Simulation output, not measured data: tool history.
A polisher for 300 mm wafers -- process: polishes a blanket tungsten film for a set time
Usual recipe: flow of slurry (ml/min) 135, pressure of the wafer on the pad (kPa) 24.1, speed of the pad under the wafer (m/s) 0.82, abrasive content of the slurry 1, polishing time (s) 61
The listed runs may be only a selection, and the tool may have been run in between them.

run	hour	flow of slurry (ml/min)	pressure of the wafer on the pad (kPa)	speed of the pad under the wafer (m/s)	abrasive content of the slurry	polishing time (s)	incoming thickness of the incoming film, nm	film removed (angstrom)
1	0	135	24.1	0.82	1	61	608.7	2229
2	14.4	135	24.1	0.82	1	61	626.1	2267
3	26.5	135	24.1	0.82	1	61	628.1	2216
4	43.3	135	24.1	0.82	1	61	620.4	2203
5	50	135	28.3	0.82	1	61	610.9	2527
6	62.7	135	24.1	0.82	1	74	618.1	2695
7	79.9	135	24.1	0.82	1	61	610.2	2189
8	94.1	135	24.1	0.82	1	61	617.8	2196
9	108.2	135	24.1	0.82	1	61	609.5	2267
10	116.1	135	24.1	0.82	1	61	626.9	2283
11	130.1	135	24.1	0.82	1	61	623.5	2235
12	140.5	175	24.1	0.82	1	61	615.4	2329
13	179.2	175	24.1	0.74	1	61	613.5	2054
14	192.1	120	24.1	0.82	1	53	617	1877
15	198.6	175	24.1	1.02	1.25	46	613.5	2186
16	209.8	135	24.1	0.96	0.8	61	619.4	2474
17	219.9	135	24.1	0.82	1	68	622.5	2418
18	235.4	135	21.4	0.82	1	61	612.3	2109
19	249.6	135	24.1	0.82	0.85	61	609.9	2236
20	264.7	135	21.4	0.58	1.3	61	622.8	1523
21	282.3	135	29	0.98	1	61	615.1	3155
22	293.8	135	24.1	0.66	1	50	620.1	1461
23	311.5	135	24.1	0.82	0.7	61	622.6	2107
24	322	135	24.1	0.82	1	61	610	2167
25	334	115	24.1	0.98	1	52	622.6	2211
26	344.2	135	24.1	0.74	1	61	619.8	1970
27	353.2	135	24.1	0.58	1	61	633.5	1539

Withheld: 7 entries from between the runs. Position of each, and hidden state at the listed run before versus the listed run after:
From run 2 to run 3: slurry nozzle cleaned (hour 19.8)
  peroxide lost from the slurry, %: 10.2 -> 11.6
  what was measured, less what the result would be without the hidden state, film removed (angstrom): -95 -> -108
From run 5 to run 6: worn pad replaced by a new one (hour 60.4)
  peroxide lost from the slurry, %: 13.4 -> 14
  what was measured, less what the result would be without the hidden state, film removed (angstrom): -144 -> -161
From run 8 to run 9: slurry tank refilled with fresh slurry and peroxide (hour 98)
  peroxide lost from the slurry, %: 15 -> 7.24
  what was measured, less what the result would be without the hidden state, film removed (angstrom): -142 -> -66
From run 12 to run 13: slurry blender recalibrated (hour 170.8)
  peroxide lost from the slurry, %: 13.6 -> 17.1
  what was measured, less what the result would be without the hidden state, film removed (angstrom): -135 -> -156
From run 13 to run 14: worn pad replaced by a new one (hour 191.6)
  peroxide lost from the slurry, %: 17.1 -> 17.8
  what was measured, less what the result would be without the hidden state, film removed (angstrom): -156 -> -148
From run 17 to run 18: slurry tank refilled with fresh slurry and peroxide (hour 234.5)
  peroxide lost from the slurry, %: 18.7 -> 1.02
  what was measured, less what the result would be without the hidden state, film removed (angstrom): -202 -> -8
From run 23 to run 24: worn pad replaced by a new one (hour 317.8)
  peroxide lost from the slurry, %: 13.5 -> 14.1
  what was measured, less what the result would be without the hidden state, film removed (angstrom): -121 -> -131
